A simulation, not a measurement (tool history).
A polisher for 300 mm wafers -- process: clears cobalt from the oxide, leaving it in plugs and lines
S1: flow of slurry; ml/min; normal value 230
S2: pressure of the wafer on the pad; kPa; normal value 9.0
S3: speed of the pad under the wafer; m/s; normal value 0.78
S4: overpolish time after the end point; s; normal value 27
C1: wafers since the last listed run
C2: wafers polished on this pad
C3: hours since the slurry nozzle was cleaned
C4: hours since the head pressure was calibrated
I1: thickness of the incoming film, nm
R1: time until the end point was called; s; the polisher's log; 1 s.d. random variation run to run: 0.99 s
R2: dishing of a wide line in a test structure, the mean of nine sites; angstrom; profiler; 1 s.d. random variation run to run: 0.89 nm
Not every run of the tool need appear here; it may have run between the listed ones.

run	hour	S1	S2	S3	S4	C1	C2	C3	C4	I1	R1	R2
1	0.0	265	9.0	0.78	27	0	101	29.3	174.9	199.9	78.1	565
2	76.8	265	9.0	0.78	27	1055	1157	106.1	251.7	197.8	75.3	560
3	138.3	265	9.0	0.78	27	845	2003	167.6	313.2	202.1	77.6	554
4	183.8	230	8.3	0.78	27	625	2628	213.1	358.7	200.5	85.6	531
# hour 230.8: head pressure recalibrated
5	257.4	230	11.7	0.78	27	984	3613	286.7	26.6	198.4	59.4	636
# hour 383.4: worn pad replaced by a new one
6	400.5	230	11.7	0.78	27	1912	235	429.8	169.7	199.4	60.5	660
7	499.0	230	11.7	0.78	27	1354	1589	528.3	268.2	200.9	59.7	670
8	566.5	230	9.0	0.78	27	928	2517	595.8	335.7	201.5	79.1	571
9	638.1	230	9.0	0.78	27	984	3502	667.4	407.3	197.3	79.2	559
# hour 643.1: slurry nozzle cleaned
# hour 644.3: head pressure recalibrated
10	721.9	230	9.0	0.78	27	1121	4624	78.8	77.6	198.7	75.9	570
# hour 810.5: worn pad replaced by a new one
11	824.7	230	9.0	0.78	27	1358	195	181.6	180.4	197.6	76.5	558
12	882.0	230	9.0	0.78	27	787	983	238.9	237.7	197.5	77.0	552
13	965.4	230	9.0	0.78	27	1146	2129	322.3	321.1	197.2	76.7	553
14	1023.0	230	9.0	1.02	13	791	2921	379.9	378.7	201.4	60.4	392
# hour 1067.2: head pressure recalibrated
15	1085.5	230	9.0	0.78	27	831	3753	442.4	18.3	201.3	76.4	574
16	1138.3	255	11.7	0.88	27	725	4479	495.2	71.1	204.4	54.6	702
# hour 1231.5: worn pad replaced by a new one
17	1241.8	310	6.2	0.60	14	1368	142	598.7	174.6	198.9	139.5	209
18	1348.2	275	9.0	0.92	31	1462	1605	705.1	281.0	202.6	65.3	682
19	1426.6	230	7.6	0.78	27	1077	2683	783.5	359.4	199.4	92.7	502
# hour 1490.2: slurry nozzle cleaned
# hour 1500.4: head pressure recalibrated
20	1519.8	210	9.0	0.78	27	1240	3923	29.6	19.4	198.6	78.7	552
21	1569.8	275	9.0	0.92	31	687	4610	79.6	69.4	197.5	63.2	680
22	1612.2	230	9.0	0.78	27	582	5193	122.0	111.8	199.6	76.6	553
# hour 1633.4: worn pad replaced by a new one
23	1709.4	190	11.7	0.78	36	1281	1044	219.2	209.0	199.0	60.6	780
24	1798.3	230	6.9	0.78	27	1222	2266	308.1	297.9	199.0	101.4	469
25	1864.3	230	9.0	0.78	17	907	3174	374.1	363.9	200.0	76.9	400
# hour 1893.5: head pressure recalibrated
26	1963.4	205	10.3	0.90	39	1335	4509	473.2	69.9	203.5	59.0	807
27	2015.5	230	9.0	0.64	27	716	5225	525.3	122.0	202.2	95.2	482

Consider 5 possible next runs. They are alternatives, not a sequence: every one starts from the tool as it was left by run 27. What does each give?
A	2015.9	230	9.0	0.78	27	5	5231	525.7	122.4	199.7	?	?
B	2015.9	230	9.0	0.78	38	5	5231	525.7	122.4	199.7	?	?
C	2015.9	200	9.0	0.78	35	5	5231	525.7	122.4	199.7	?	?
D	2015.9	170	9.0	0.78	27	5	5231	525.7	122.4	199.7	?	?
E	2015.9	155	9.0	0.70	32	5	5231	525.7	122.4	199.7	?	?

run	R1	R2
A	77.3	546
B	77.3	675
C	78.3	639
D	79.6	535
E	89.1	557
The same runs, with their run-to-run variation unchanged, on a tool lacking any hidden condition would have given:
run	R1	R2
A	77.3	546
B	77.3	675
C	78.3	639
D	79.6	535
E	89.1	557
